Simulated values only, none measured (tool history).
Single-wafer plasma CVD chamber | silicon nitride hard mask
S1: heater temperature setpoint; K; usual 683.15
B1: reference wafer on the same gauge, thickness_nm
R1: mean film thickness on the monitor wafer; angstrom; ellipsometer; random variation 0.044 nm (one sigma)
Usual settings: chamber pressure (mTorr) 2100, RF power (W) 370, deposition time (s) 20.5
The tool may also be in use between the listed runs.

Run 1, hour 0.0: usual settings but chamber pressure (mTorr) 1840; B1 31.796. Result: R1 286.59 angstrom.
Run 2, hour 67.3: usual settings but chamber pressure (mTorr) 1840; B1 31.809. Result: R1 286.58 angstrom.
Run 3, hour 127.4: usual settings but chamber pressure (mTorr) 1840; B1 31.819. Result: R1 286.57 angstrom.
Run 4, hour 177.5: usual settings but RF power (W) 395; B1 31.782. Result: R1 301.48 angstrom.
Run 5, hour 228.8: usual settings; B1 31.811. Result: R1 293.15 angstrom.
Run 6, hour 291.1: usual settings; B1 31.807. Result: R1 292.39 angstrom.
At hour 304.1: capacitance manometer re-zeroed and calibrated.
Run 7, hour 346.9: usual settings; B1 31.808. Result: R1 292.00 angstrom.
At hour 393.3: gauge calibrated.
At hour 406.8: thermocouple changed; heater temperature recalibrated.
Run 8, hour 408.0: usual settings but chamber pressure (mTorr) 1730; B1 31.804. Result: R1 283.33 angstrom.
Run 9, hour 460.6: usual settings but deposition time (s) 18.3; B1 31.797. Result: R1 261.19 angstrom.
Run 10, hour 495.6: usual settings but deposition time (s) 18.0; B1 31.801. Result: R1 257.01 angstrom.
Run 11, hour 543.1: usual settings but RF power (W) 405, deposition time (s) 18.2; B1 31.794. Result: R1 269.20 angstrom.
At hour 553.6: RF generator calibrated.
At hour 566.2: showerhead replaced.
Run 12, hour 588.6: usual settings but RF power (W) 300, deposition time (s) 23.8; B1 31.777. Result: R1 313.12 angstrom.
Run 13, hour 646.0: usual settings but S1 692.15 K, chamber pressure (mTorr) 2430, RF power (W) 340, deposition time (s) 23.2; B1 31.799. Result: R1 327.44 angstrom.
Run 14, hour 670.1: usual settings but chamber pressure (mTorr) 2250, RF power (W) 305, deposition time (s) 16.7; B1 31.799. Result: R1 223.54 angstrom.
Run 15, hour 716.7: usual settings; B1 31.806. Result: R1 294.37 angstrom.
Run 16, hour 786.2: usual settings but chamber pressure (mTorr) 1620, RF power (W) 310, deposition time (s) 17.6; B1 31.802. Result: R1 224.14 angstrom.
Run 17, hour 849.0: usual settings; B1 31.808. Result: R1 294.01 angstrom.

What the log doesn't show, run by run:
wafer temperature above the value expected at the setpoint (K): 0 in every run
true pressure above the setpoint (%): 0 in every run
gauge reads high (%): 0 in every run
H1: delivered RF power above the setpoint (%)
run       H1
  1   -0.859
  2   -0.975
  3    -1.08
  4    -1.17
  5    -1.26
  6    -1.36
  7    -1.46
  8    -1.57
  9    -1.66
 10    -1.72
 11     -1.8
 12  -0.0924
 13   -0.192
 14   -0.234
 15   -0.314
 16   -0.435
 17   -0.544

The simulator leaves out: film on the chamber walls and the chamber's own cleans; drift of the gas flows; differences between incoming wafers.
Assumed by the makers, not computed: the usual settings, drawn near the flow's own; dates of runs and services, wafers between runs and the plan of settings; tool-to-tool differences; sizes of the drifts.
